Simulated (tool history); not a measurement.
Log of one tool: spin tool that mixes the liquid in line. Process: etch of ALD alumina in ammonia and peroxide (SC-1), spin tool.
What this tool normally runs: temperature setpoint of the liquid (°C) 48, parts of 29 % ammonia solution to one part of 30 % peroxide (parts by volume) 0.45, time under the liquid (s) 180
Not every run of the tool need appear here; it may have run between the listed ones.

run,hour,temperature setpoint of the liquid (°C),parts of 29 % ammonia solution to one part of 30 % peroxide (parts by volume),time under the liquid (s),wafers since the last listed run,hours since the thermometer was replaced,hours since the ammonia flow meter was replaced,hours since the heated supply line was repaired,hours since the drum of ammonia solution was connected,hours since the gauge calibration,"read-back film thickness of the ALD alumina reference wafer, read on the same gauge (nm)",thickness taken off the ALD alumina on a monitor wafer (angstrom)
1,0,48,0.45,180,0,1968.3,1751.3,2653.5,936.1,701.5,41.385,43.6
2,13.1,48,0.45,180,87,1981.4,1764.4,2666.6,949.2,714.6,41.43,43.51
# hour 20: heated supply line repaired
3,29.6,48,0.45,180,103,1997.9,1780.9,9.6,965.7,731.1,41.413,43.68
# hour 33.5: new drum of ammonia solution connected
4,65.5,48,0.45,180,233,2033.8,1816.8,45.5,32,767,41.396,43.42
5,84.5,48,0.6,180,126,2052.8,1835.8,64.5,51,786,41.438,44.78
6,106.1,48,0.6,180,144,2074.4,1857.4,86.1,72.6,807.6,41.45,44.81
7,139.5,48,0.45,180,223,2107.8,1890.8,119.5,106,841,41.461,43.71
# hour 153.8: gauge calibrated
8,161.7,48,0.45,180,148,2130,1913,141.7,128.2,7.9,40.067,42.03
9,192.5,39,0.3,180,205,2160.8,1943.8,172.5,159,38.7,40.208,24.25
10,210.1,48,0.45,225,117,2178.4,1961.4,190.1,176.6,56.3,40.273,52.83
11,238.4,48,0.45,180,189,2206.7,1989.7,218.4,204.9,84.6,40.413,42.53
12,257.3,48,0.35,130,126,2225.6,2008.6,237.3,223.8,103.5,40.468,29.96
# hour 269: ammonia flow meter replaced
13,289.4,41,0.45,225,207,2257.7,20.4,269.4,255.9,135.6,40.585,35.81
14,310.5,38.5,0.25,150,140,2278.8,41.5,290.5,277,156.7,40.634,19.36
15,336.4,48,0.6,140,173,2304.7,67.4,316.4,302.9,182.6,40.683,34.23
16,368.6,48,0.6,140,215,2336.9,99.6,348.6,335.1,214.8,40.784,34.15
# hour 382.2: thermometer replaced
17,383.9,48,0.45,180,95,1.7,114.9,363.9,350.4,230.1,40.82,42.47
18,409.2,53,0.45,245,169,27,140.2,389.2,375.7,255.4,40.864,77.6
19,443.7,48,0.5,180,230,61.5,174.7,423.7,410.2,289.9,40.957,43.73
20,473.2,48,0.6,235,197,91,204.2,453.2,439.7,319.4,40.977,57.55
21,489,48,0.45,180,105,106.8,220,469,455.5,335.2,40.989,42.94
22,503.2,48,0.45,180,94,121,234.2,483.2,469.7,349.4,40.989,43.05
23,525.6,56,0.45,180,149,143.4,256.6,505.6,492.1,371.8,41.024,66.11
24,541.3,48,0.55,95,104,159.1,272.3,521.3,507.8,387.5,41.084,23.31
25,556.5,48,0.45,265,101,174.3,287.5,536.5,523,402.7,41.08,63.48

4 options for the next run, each taken on its own from the tool as it stands now. Forecast them:
A,557,48,0.3,180,3,174.8,288,537,523.5,403.2,?,?
B,557,48,0.55,230,3,174.8,288,537,523.5,403.2,?,?
C,557,42,0.45,115,3,174.8,288,537,523.5,403.2,?,?
D,557,48,0.45,130,3,174.8,288,537,523.5,403.2,?,?

run,"read-back film thickness of the ALD alumina reference wafer, read on the same gauge (nm)",thickness taken off the ALD alumina on a monitor wafer (angstrom)
A,41.082,41.63
B,41.082,56.35
C,41.082,19.64
D,41.082,31.25
With the hidden condition removed and each run's random variation left untouched, the same runs would have given:
run,thickness taken off the ALD alumina on a monitor wafer (angstrom)
A,40.54
B,54.87
C,19.13
D,30.43
